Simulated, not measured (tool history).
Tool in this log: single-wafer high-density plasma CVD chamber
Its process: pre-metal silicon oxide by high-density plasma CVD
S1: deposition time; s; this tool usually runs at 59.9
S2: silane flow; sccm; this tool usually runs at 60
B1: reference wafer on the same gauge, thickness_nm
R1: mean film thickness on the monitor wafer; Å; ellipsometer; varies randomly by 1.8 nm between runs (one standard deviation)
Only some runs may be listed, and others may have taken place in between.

| run | day | S1 | S2 | B1 | R1 |
|---|---|---|---|---|---|
| 1 | 0 | 62.7 | 60 | 318.97 | 3521.89 |
| 2 | 2.425 | 62.7 | 60 | 318.864 | 3533.17 |
| 3 | 4.108 | 59.9 | 60 | 319.049 | 3366.75 |
| 4 | 6.333 | 59.9 | 60 | 319.147 | 3356.57 |
| 5 | 9.162 | 59.9 | 60 | 318.831 | 3375.15 |
| 6 | 15.308 | 59.9 | 60 | 319.336 | 3389.34 |
| 7 | 18.729 | 59.9 | 60 | 319.256 | 3377.04 |
| 8 | 21.8 | 59.9 | 60 | 319.088 | 3376.55 |
| 9 | 25.854 | 59.9 | 60 | 318.917 | 3341.35 |
| 10 | 27.671 | 59.9 | 60 | 319.175 | 3355.62 |
| 11 | 31.342 | 52.1 | 60 | 318.892 | 2922.29 |
| 12 | 33.779 | 52.1 | 60 | 319.226 | 2914 |
| 13 | 37.321 | 52.1 | 60 | 318.949 | 2885.18 |
| 14 | 41.271 | 59.9 | 60 | 318.786 | 3350.48 |
|  | 43.008 | gauge calibrated |
| 15 | 43.933 | 59.9 | 60 | 319.175 | 3346.46 |
| 16 | 45.917 | 69.6 | 48 | 319.032 | 3134.83 |
| 17 | 48.654 | 59.9 | 60 | 319.282 | 3346.81 |
| 18 | 50.238 | 70.2 | 72 | 318.926 | 4739.88 |
|  | 55.933 | silane flow controller replaced |
| 19 | 61.9 | 66.7 | 57 | 319.018 | 3785.7 |
| 20 | 72.325 | 59.9 | 60 | 318.904 | 3566.9 |
| 21 | 75.429 | 51.3 | 68 | 319.223 | 3474.31 |
| 22 | 77.183 | 59.9 | 60 | 319.155 | 3496.26 |
| 23 | 79.858 | 54.2 | 54 | 318.946 | 2855.97 |
| 24 | 81.904 | 63.6 | 60 | 319.277 | 3726.44 |
| 25 | 85.171 | 59.9 | 60 | 318.863 | 3502.28 |
| 26 | 88.179 | 59.9 | 60 | 318.648 | 3497.11 |
| 27 | 90.296 | 59.9 | 60 | 319.251 | 3511.12 |
| 28 | 94.504 | 70 | 66 | 319.474 | 4502.57 |
| 29 | 104.079 | 48.7 | 67 | 319.301 | 3133.75 |
| 30 | 107.55 | 69 | 67 | 318.931 | 4466.42 |
| 31 | 111.242 | 51.1 | 69 | 318.359 | 3367.94 |

The same runs without the tool's hidden state, with the same run-to-run variation:
Unlogged tool condition in this case: delivered silane flow above the setpoint (%); gauge reads high (%).
| run | R1 |
|---|---|
| 1 | 3741.67 |
| 2 | 3755.03 |
| 3 | 3579.03 |
| 4 | 3569.33 |
| 5 | 3590.44 |
| 6 | 3608.26 |
| 7 | 3596.55 |
| 8 | 3597.19 |
| 9 | 3561.11 |
| 10 | 3576.92 |
| 11 | 3116.03 |
| 12 | 3107.82 |
| 13 | 3077.94 |
| 14 | 3575.37 |
| 15 | 3571.73 |
| 16 | 3346.29 |
| 17 | 3573.18 |
| 18 | 5060.96 |
| 19 | 3783.95 |
| 20 | 3601.9 |
| 21 | 3517.84 |
| 22 | 3545.22 |
| 23 | 2902.14 |
| 24 | 3792.58 |
| 25 | 3572.9 |
| 26 | 3574.98 |
| 27 | 3594.27 |
| 28 | 4621.18 |
| 29 | 3233.06 |
| 30 | 4615.66 |
| 31 | 3486.26 |
